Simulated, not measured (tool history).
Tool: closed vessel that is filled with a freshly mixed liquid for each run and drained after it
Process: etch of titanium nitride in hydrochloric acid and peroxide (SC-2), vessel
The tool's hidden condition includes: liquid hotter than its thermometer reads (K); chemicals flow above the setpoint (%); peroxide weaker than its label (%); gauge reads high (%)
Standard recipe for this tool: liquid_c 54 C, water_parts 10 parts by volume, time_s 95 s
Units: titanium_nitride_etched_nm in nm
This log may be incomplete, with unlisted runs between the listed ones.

run    hour  liquid_c  water_parts  time_s  wafers since the last listed run  hours since the thermometer was replaced  hours since the chemicals flow meter was replaced  hours since the drum of peroxide was connected  hours since the gauge calibration  read-back film thickness of the titanium nitride reference wafer, read on the same gauge (nm)  titanium_nitride_etched_nm
  1       0        48           10      95                                 0                                    1306.7                                              519.7                                           446.8                             1822.3                                                                                            130                        3.69
  2      49        48           10      95                              5173                                    1355.7                                              568.7                                           495.8                             1871.3                                                                                         129.99                        3.74
  3    96.6        54            7      95                              5026                                    1403.3                                              616.3                                           543.4                             1918.9                                                                                         129.99                        7.33
  4   165.4        54           10      95                              7264                                    1472.1                                              685.1                                           612.2                             1987.7                                                                                         130.01                         5.5
  5   211.4        54           10      95                              4857                                    1518.1                                              731.1                                           658.2                             2033.7                                                                                            130                        5.47
      222.8  -- thermometer replaced
  6   281.7        54           10      95                              7317                                      58.9                                              801.4                                           728.5                               2104                                                                                         130.02                        5.46
  7   339.3        48           10      95                              6082                                     116.5                                                859                                           786.1                             2161.6                                                                                            130                        3.74
  8     389      44.5           10      80                              5247                                     166.2                                              908.7                                           835.8                             2211.3                                                                                         129.99                        2.48
  9   428.8      57.5           14     135                              4202                                       206                                              948.5                                           875.6                             2251.1                                                                                         129.98                        7.41
 10   470.6        47         14.5     150                              4413                                     247.8                                              990.3                                           917.4                             2292.9                                                                                         130.02                        4.06
 11     529        46           10     140                              6166                                     306.2                                             1048.7                                           975.8                             2351.3                                                                                         129.97                        4.83
 12   585.1        62           13      95                              5923                                     362.3                                             1104.8                                          1031.9                             2407.4                                                                                         129.99                        7.46
 13     752        54           10      95                             17623                                     529.2                                             1271.7                                          1198.8                             2574.3                                                                                            130                        5.63
 14   822.7        54           10     145                              7465                                     599.9                                             1342.4                                          1269.5                               2645                                                                                         129.99                        8.54
      865.4  -- chemicals flow meter replaced
 15   872.2      58.5         12.5      80                              5121                                     649.4                                                6.8                                            1319                             2694.5                                                                                         129.97                        5.03
 16   906.8      51.5         12.5      95                              3653                                       684                                               41.4                                          1353.6                             2729.1                                                                                         130.02                        3.78
 17   956.6      58.5           12     140                              5258                                     733.8                                               91.2                                          1403.4                             2778.9                                                                                            130                        8.97
     1018.7  -- gauge calibrated
 18  1020.6      61.5           10      45                              6757                                     797.8                                              155.2                                          1467.4                                1.9                                                                                            130                        4.16
     1055.8  -- new drum of peroxide connected
 19  1078.6      48.5           12      95                              6018                                     855.8                                              213.2                                            22.8                               59.9                                                                                         130.01                        3.25
 20  1113.5        54           10      95                              3685                                     890.7                                              248.1                                            57.7                               94.8                                                                                            130                        5.47
 21  1174.2        62           13      70                              6409                                     951.4                                              308.8                                           118.4                              155.5                                                                                            130                        5.31
 22  1212.1        54           10      55                              4001                                     989.3                                              346.7                                           156.3                              193.4                                                                                            130                        3.15
 23  1335.6      59.5           10      95                             13040                                    1112.8                                              470.2                                           279.8                              316.9                                                                                         129.97                        7.72
 24  1390.8      59.5           10      95                              5828                                      1168                                              525.4                                             335                              372.1                                                                                         129.98                        7.79
 25  1459.5        54          7.5      95                              7254                                    1236.7                                              594.1                                           403.7                              440.8                                                                                         129.97                        6.87
 26  1507.3        54           12      95                              5047                                    1284.5                                              641.9                                           451.5                              488.6                                                                                            130                        4.69

Predict the results of run 27:
     1541.7  -- thermometer replaced
 27  1574.4      61.5         13.5      55                              6979                                      32.7                                                709                                           518.6                              555.7                                                                                              ?                           ?

Run 27 came out at read-back film thickness of the titanium nitride reference wafer, read on the same gauge (nm) 129.96, titanium_nitride_etched_nm 4.04 nm.
Minus the tool's unlogged condition, the same run would have read titanium_nitride_etched_nm 3.92 nm.

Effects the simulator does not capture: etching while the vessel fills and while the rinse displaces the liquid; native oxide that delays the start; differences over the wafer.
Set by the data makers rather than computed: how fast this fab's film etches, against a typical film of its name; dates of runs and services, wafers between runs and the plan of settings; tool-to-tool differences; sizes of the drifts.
